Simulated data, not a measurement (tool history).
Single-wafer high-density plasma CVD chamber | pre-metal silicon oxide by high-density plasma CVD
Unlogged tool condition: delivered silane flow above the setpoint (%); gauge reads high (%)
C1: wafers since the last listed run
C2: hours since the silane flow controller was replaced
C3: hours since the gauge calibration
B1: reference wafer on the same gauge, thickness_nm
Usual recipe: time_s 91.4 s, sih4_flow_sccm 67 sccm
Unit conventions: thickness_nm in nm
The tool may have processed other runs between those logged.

{"run": 1, "hour": 0.0, "time_s": 91.4, "sih4_flow_sccm": 67, "C1": 0, "C2": 2991.7, "C3": 925.7, "B1": 658.919, "thickness_nm": 591.152}
{"run": 2, "hour": 66.9, "time_s": 91.4, "sih4_flow_sccm": 67, "C1": 1142, "C2": 3058.6, "C3": 992.6, "B1": 658.918, "thickness_nm": 589.409}
{"run": 3, "hour": 132.0, "time_s": 91.4, "sih4_flow_sccm": 67, "C1": 1112, "C2": 3123.7, "C3": 1057.7, "B1": 659.253, "thickness_nm": 587.661}
{"run": 4, "hour": 189.0, "time_s": 91.4, "sih4_flow_sccm": 67, "C1": 973, "C2": 3180.7, "C3": 1114.7, "B1": 659.474, "thickness_nm": 591.059}
{"run": 5, "hour": 246.3, "time_s": 91.4, "sih4_flow_sccm": 67, "C1": 978, "C2": 3238.0, "C3": 1172.0, "B1": 659.567, "thickness_nm": 587.577}
{"run": 6, "hour": 297.0, "time_s": 91.4, "sih4_flow_sccm": 67, "C1": 866, "C2": 3288.7, "C3": 1222.7, "B1": 659.569, "thickness_nm": 587.895}
{"run": 7, "hour": 346.2, "time_s": 91.4, "sih4_flow_sccm": 67, "C1": 840, "C2": 3337.9, "C3": 1271.9, "B1": 659.871, "thickness_nm": 591.105}
{"run": 8, "hour": 372.5, "time_s": 80.2, "sih4_flow_sccm": 59, "C1": 449, "C2": 3364.2, "C3": 1298.2, "B1": 659.526, "thickness_nm": 479.677}
{"run": 9, "hour": 432.2, "time_s": 91.4, "sih4_flow_sccm": 67, "C1": 1019, "C2": 3423.9, "C3": 1357.9, "B1": 660.311, "thickness_nm": 589.333}
{"run": 10, "hour": 491.1, "time_s": 91.4, "sih4_flow_sccm": 67, "C1": 1006, "C2": 3482.8, "C3": 1416.8, "B1": 660.453, "thickness_nm": 590.718}
{"run": 11, "hour": 555.2, "time_s": 83.9, "sih4_flow_sccm": 67, "C1": 1095, "C2": 3546.9, "C3": 1480.9, "B1": 660.105, "thickness_nm": 540.041}
{"run": 12, "hour": 619.9, "time_s": 83.9, "sih4_flow_sccm": 67, "C1": 1105, "C2": 3611.6, "C3": 1545.6, "B1": 661.294, "thickness_nm": 541.781}
{"run": 13, "hour": 666.6, "time_s": 100.3, "sih4_flow_sccm": 60, "C1": 797, "C2": 3658.3, "C3": 1592.3, "B1": 660.549, "thickness_nm": 605.408}
{"run": 14, "hour": 699.3, "time_s": 100.3, "sih4_flow_sccm": 60, "C1": 558, "C2": 3691.0, "C3": 1625.0, "B1": 661.09, "thickness_nm": 604.087}
{"run": 15, "hour": 726.6, "time_s": 100.3, "sih4_flow_sccm": 60, "C1": 466, "C2": 3718.3, "C3": 1652.3, "B1": 660.795, "thickness_nm": 606.737}
{"hour": 764.1, "done": "silane flow controller replaced"}
{"run": 16, "hour": 772.1, "time_s": 105.2, "sih4_flow_sccm": 67, "C1": 640, "C2": 8.0, "C3": 1697.8, "B1": 661.358, "thickness_nm": 678.712}
{"run": 17, "hour": 819.1, "time_s": 91.4, "sih4_flow_sccm": 67, "C1": 802, "C2": 55.0, "C3": 1744.8, "B1": 660.803, "thickness_nm": 589.108}
{"run": 18, "hour": 865.2, "time_s": 91.4, "sih4_flow_sccm": 67, "C1": 787, "C2": 101.1, "C3": 1790.9, "B1": 661.433, "thickness_nm": 587.966}
{"run": 19, "hour": 913.7, "time_s": 91.4, "sih4_flow_sccm": 67, "C1": 828, "C2": 149.6, "C3": 1839.4, "B1": 661.659, "thickness_nm": 588.485}
{"run": 20, "hour": 965.2, "time_s": 91.4, "sih4_flow_sccm": 67, "C1": 879, "C2": 201.1, "C3": 1890.9, "B1": 661.104, "thickness_nm": 592.695}
{"run": 21, "hour": 1001.2, "time_s": 91.4, "sih4_flow_sccm": 67, "C1": 615, "C2": 237.1, "C3": 1926.9, "B1": 661.308, "thickness_nm": 591.851}
{"run": 22, "hour": 1031.6, "time_s": 91.4, "sih4_flow_sccm": 58, "C1": 519, "C2": 267.5, "C3": 1957.3, "B1": 661.806, "thickness_nm": 540.648}
{"run": 23, "hour": 1070.0, "time_s": 91.4, "sih4_flow_sccm": 58, "C1": 656, "C2": 305.9, "C3": 1995.7, "B1": 662.549, "thickness_nm": 541.648}
{"run": 24, "hour": 1105.8, "time_s": 82.7, "sih4_flow_sccm": 67, "C1": 611, "C2": 341.7, "C3": 2031.5, "B1": 661.792, "thickness_nm": 534.644}
{"run": 25, "hour": 1162.2, "time_s": 79.6, "sih4_flow_sccm": 72, "C1": 963, "C2": 398.1, "C3": 2087.9, "B1": 662.133, "thickness_nm": 538.149}
{"run": 26, "hour": 1196.7, "time_s": 91.4, "sih4_flow_sccm": 67, "C1": 589, "C2": 432.6, "C3": 2122.4, "B1": 662.666, "thickness_nm": 590.299}
{"run": 27, "hour": 1237.6, "time_s": 108.6, "sih4_flow_sccm": 74, "C1": 698, "C2": 473.5, "C3": 2163.3, "B1": 662.582, "thickness_nm": 751.003}
{"run": 28, "hour": 1308.0, "time_s": 91.4, "sih4_flow_sccm": 67, "C1": 1202, "C2": 543.9, "C3": 2233.7, "B1": 663.128, "thickness_nm": 590.031}
{"run": 29, "hour": 1354.8, "time_s": 78.5, "sih4_flow_sccm": 74, "C1": 799, "C2": 590.7, "C3": 2280.5, "B1": 662.46, "thickness_nm": 541.714}
{"hour": 1368.6, "done": "gauge calibrated"}
{"run": 30, "hour": 1410.8, "time_s": 91.4, "sih4_flow_sccm": 67, "C1": 956, "C2": 646.7, "C3": 42.2, "B1": 655.92, "thickness_nm": 586.157}
{"run": 31, "hour": 1447.7, "time_s": 84.4, "sih4_flow_sccm": 78, "C1": 630, "C2": 683.6, "C3": 79.1, "B1": 656.306, "thickness_nm": 594.826}
{"run": 32, "hour": 1495.7, "time_s": 77.2, "sih4_flow_sccm": 55, "C1": 820, "C2": 731.6, "C3": 127.1, "B1": 656.197, "thickness_nm": 438.863}
{"run": 33, "hour": 1563.0, "time_s": 108.6, "sih4_flow_sccm": 74, "C1": 1149, "C2": 798.9, "C3": 194.4, "B1": 656.919, "thickness_nm": 741.307}
{"run": 34, "hour": 1622.5, "time_s": 78.8, "sih4_flow_sccm": 74, "C1": 1016, "C2": 858.4, "C3": 253.9, "B1": 656.574, "thickness_nm": 536.162}
{"run": 35, "hour": 1686.5, "time_s": 108.8, "sih4_flow_sccm": 80, "C1": 1093, "C2": 922.4, "C3": 317.9, "B1": 656.873, "thickness_nm": 779.172}
{"run": 36, "hour": 1717.2, "time_s": 78.7, "sih4_flow_sccm": 67, "C1": 524, "C2": 953.1, "C3": 348.6, "B1": 657.611, "thickness_nm": 504.339}
{"run": 37, "hour": 1902.6, "time_s": 106.9, "sih4_flow_sccm": 78, "C1": 3167, "C2": 1138.5, "C3": 534.0, "B1": 657.708, "thickness_nm": 751.781}
{"run": 38, "hour": 1974.2, "time_s": 105.0, "sih4_flow_sccm": 62, "C1": 1223, "C2": 1210.1, "C3": 605.6, "B1": 657.697, "thickness_nm": 642.424}
{"run": 39, "hour": 2042.4, "time_s": 91.4, "sih4_flow_sccm": 67, "C1": 1165, "C2": 1278.3, "C3": 673.8, "B1": 658.599, "thickness_nm": 586.532}
{"run": 40, "hour": 2101.5, "time_s": 84.3, "sih4_flow_sccm": 62, "C1": 1009, "C2": 1337.4, "C3": 732.9, "B1": 658.207, "thickness_nm": 517.42}
{"run": 41, "hour": 2131.6, "time_s": 91.4, "sih4_flow_sccm": 67, "C1": 514, "C2": 1367.5, "C3": 763.0, "B1": 658.349, "thickness_nm": 586.726}
{"run": 42, "hour": 2182.6, "time_s": 91.4, "sih4_flow_sccm": 58, "C1": 871, "C2": 1418.5, "C3": 814.0, "B1": 658.659, "thickness_nm": 537.583}
{"run": 43, "hour": 2228.1, "time_s": 81.8, "sih4_flow_sccm": 58, "C1": 777, "C2": 1464.0, "C3": 859.5, "B1": 658.619, "thickness_nm": 483.286}
{"run": 44, "hour": 2276.6, "time_s": 97.7, "sih4_flow_sccm": 72, "C1": 828, "C2": 1512.5, "C3": 908.0, "B1": 658.429, "thickness_nm": 657.377}
{"run": 45, "hour": 2351.6, "time_s": 91.4, "sih4_flow_sccm": 67, "C1": 1281, "C2": 1587.5, "C3": 983.0, "B1": 658.845, "thickness_nm": 587.335}
{"run": 46, "hour": 2381.5, "time_s": 91.4, "sih4_flow_sccm": 67, "C1": 510, "C2": 1617.4, "C3": 1012.9, "B1": 658.998, "thickness_nm": 588.68}

What if the next run were any one of these 4? Each begins from the tool's condition after run 46:
{"run": "A", "hour": 2381.9, "time_s": 91.4, "sih4_flow_sccm": 74, "C1": 6, "C2": 1617.8, "C3": 1013.3, "B1": "?", "thickness_nm": "?"}
{"run": "B", "hour": 2381.9, "time_s": 105.5, "sih4_flow_sccm": 74, "C1": 6, "C2": 1617.8, "C3": 1013.3, "B1": "?", "thickness_nm": "?"}
{"run": "C", "hour": 2381.9, "time_s": 109.7, "sih4_flow_sccm": 55, "C1": 6, "C2": 1617.8, "C3": 1013.3, "B1": "?", "thickness_nm": "?"}
{"run": "D", "hour": 2381.9, "time_s": 100.6, "sih4_flow_sccm": 60, "C1": 6, "C2": 1617.8, "C3": 1013.3, "B1": "?", "thickness_nm": "?"}

run=A B1=658.832 thickness_nm=627.649
run=B B1=658.832 thickness_nm=724.475
run=C B1=658.832 thickness_nm=629.333
run=D B1=658.832 thickness_nm=607.048
Take away the tool's hidden state, keep each run's random variation, and the runs would have read:
run=A thickness_nm=624.868
run=B thickness_nm=721.264
run=C thickness_nm=626.544
run=D thickness_nm=604.358

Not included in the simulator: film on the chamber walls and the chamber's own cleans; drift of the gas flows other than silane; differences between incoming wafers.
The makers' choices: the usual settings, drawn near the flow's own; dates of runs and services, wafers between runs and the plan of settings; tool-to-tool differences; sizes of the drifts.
